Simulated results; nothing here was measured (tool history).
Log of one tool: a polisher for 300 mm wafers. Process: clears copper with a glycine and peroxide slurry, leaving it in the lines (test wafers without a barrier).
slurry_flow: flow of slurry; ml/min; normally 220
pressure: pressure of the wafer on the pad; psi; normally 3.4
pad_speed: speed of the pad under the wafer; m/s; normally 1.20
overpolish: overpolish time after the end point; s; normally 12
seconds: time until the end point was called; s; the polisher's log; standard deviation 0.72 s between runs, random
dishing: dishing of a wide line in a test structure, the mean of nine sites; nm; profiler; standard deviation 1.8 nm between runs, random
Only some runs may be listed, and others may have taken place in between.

| run | hour | slurry_flow | pressure | pad_speed | overpolish | wafers since the last listed run | wafers polished on this pad | hours since the slurry nozzle was cleaned | hours since the head pressure was calibrated | incoming thickness of the incoming film, nm | seconds | dishing |
|---|---|---|---|---|---|---|---|---|---|---|---|---|
| 1 | 0.0 | 220 | 4.1 | 1.20 | 12 | 0 | 294 | 455.9 | 928.8 | 541.2 | 48.4 | 82.8 |
|  | 3.7 | slurry nozzle cleaned |
| 2 | 22.6 | 220 | 4.1 | 1.20 | 12 | 204 | 499 | 18.9 | 951.4 | 533.8 | 47.7 | 82.8 |
|  | 73.8 | worn pad replaced by a new one |
| 3 | 100.2 | 220 | 4.1 | 1.20 | 12 | 697 | 250 | 96.5 | 1029.0 | 550.1 | 51.1 | 80.2 |
| 4 | 114.9 | 220 | 3.4 | 1.20 | 12 | 139 | 389 | 111.2 | 1043.7 | 550.8 | 59.5 | 68.7 |
| 5 | 137.4 | 220 | 3.4 | 1.20 | 12 | 213 | 602 | 133.7 | 1066.2 | 543.5 | 59.1 | 66.7 |
|  | 163.3 | worn pad replaced by a new one |
| 6 | 163.8 | 220 | 3.4 | 1.20 | 12 | 212 | 4 | 160.1 | 1092.6 | 544.8 | 58.7 | 68.1 |
| 7 | 185.7 | 245 | 3.4 | 1.20 | 12 | 207 | 211 | 182.0 | 1114.5 | 536.9 | 58.7 | 70.8 |
| 8 | 200.0 | 220 | 3.4 | 1.20 | 12 | 135 | 347 | 196.3 | 1128.8 | 539.2 | 58.5 | 70.6 |
| 9 | 224.4 | 235 | 3.4 | 1.20 | 12 | 231 | 578 | 220.7 | 1153.2 | 531.9 | 58.6 | 69.8 |
| 10 | 246.0 | 235 | 3.4 | 1.20 | 12 | 204 | 783 | 242.3 | 1174.8 | 539.5 | 57.8 | 68.5 |
|  | 262.8 | worn pad replaced by a new one |
| 11 | 271.0 | 220 | 4.0 | 1.34 | 6 | 198 | 77 | 267.3 | 1199.8 | 536.3 | 46.3 | 46.4 |
| 12 | 302.3 | 220 | 3.4 | 1.20 | 12 | 296 | 374 | 298.6 | 1231.1 | 542.2 | 60.5 | 68.7 |
| 13 | 314.6 | 220 | 3.4 | 1.46 | 17 | 116 | 490 | 310.9 | 1243.4 | 538.2 | 51.0 | 97.2 |
| 14 | 335.3 | 220 | 3.4 | 1.20 | 8 | 196 | 686 | 331.6 | 1264.1 | 534.5 | 60.0 | 47.9 |
|  | 355.3 | head pressure recalibrated |
|  | 362.3 | worn pad replaced by a new one |
| 15 | 366.8 | 220 | 3.4 | 1.20 | 12 | 241 | 42 | 363.1 | 11.5 | 539.1 | 53.7 | 73.6 |
|  | 371.8 | slurry nozzle cleaned |
| 16 | 381.5 | 220 | 2.9 | 1.02 | 6 | 129 | 172 | 9.7 | 26.2 | 546.0 | 72.4 | 30.9 |
| 17 | 414.3 | 220 | 2.9 | 1.20 | 8 | 310 | 483 | 42.5 | 59.0 | 551.0 | 64.1 | 45.1 |
| 18 | 437.9 | 240 | 3.4 | 1.20 | 12 | 223 | 706 | 66.1 | 82.6 | 543.0 | 53.5 | 75.0 |
|  | 470.3 | worn pad replaced by a new one |
| 19 | 470.8 | 245 | 3.4 | 1.20 | 12 | 273 | 4 | 99.0 | 115.5 | 531.7 | 52.3 | 71.9 |
| 20 | 507.9 | 160 | 3.4 | 1.20 | 12 | 351 | 356 | 136.1 | 152.6 | 545.3 | 56.3 | 70.9 |

Branching from run 20: 5 alternative next runs. What would each branch give?
| A | 508.3 | 220 | 3.4 | 1.20 | 18 | 3 | 360 | 136.5 | 153.0 | 541.9 | ? | ? |
| B | 508.3 | 295 | 3.4 | 1.20 | 12 | 3 | 360 | 136.5 | 153.0 | 541.9 | ? | ? |
| C | 508.3 | 160 | 3.4 | 1.40 | 12 | 3 | 360 | 136.5 | 153.0 | 541.9 | ? | ? |
| D | 508.3 | 220 | 3.4 | 1.20 | 5 | 3 | 360 | 136.5 | 153.0 | 541.9 | ? | ? |
| E | 508.3 | 270 | 2.8 | 1.36 | 9 | 3 | 360 | 136.5 | 153.0 | 541.9 | ? | ? |

| run | seconds | dishing |
|---|---|---|
| A | 56.1 | 98.0 |
| B | 54.9 | 73.1 |
| C | 50.4 | 77.9 |
| D | 56.1 | 33.5 |
| E | 58.7 | 53.8 |
What these runs would have given with no unlogged condition in the tool:
| run | seconds | dishing |
|---|---|---|
| A | 55.4 | 99.0 |
| B | 54.1 | 73.9 |
| C | 49.7 | 78.8 |
| D | 55.4 | 33.9 |
| E | 57.9 | 54.5 |
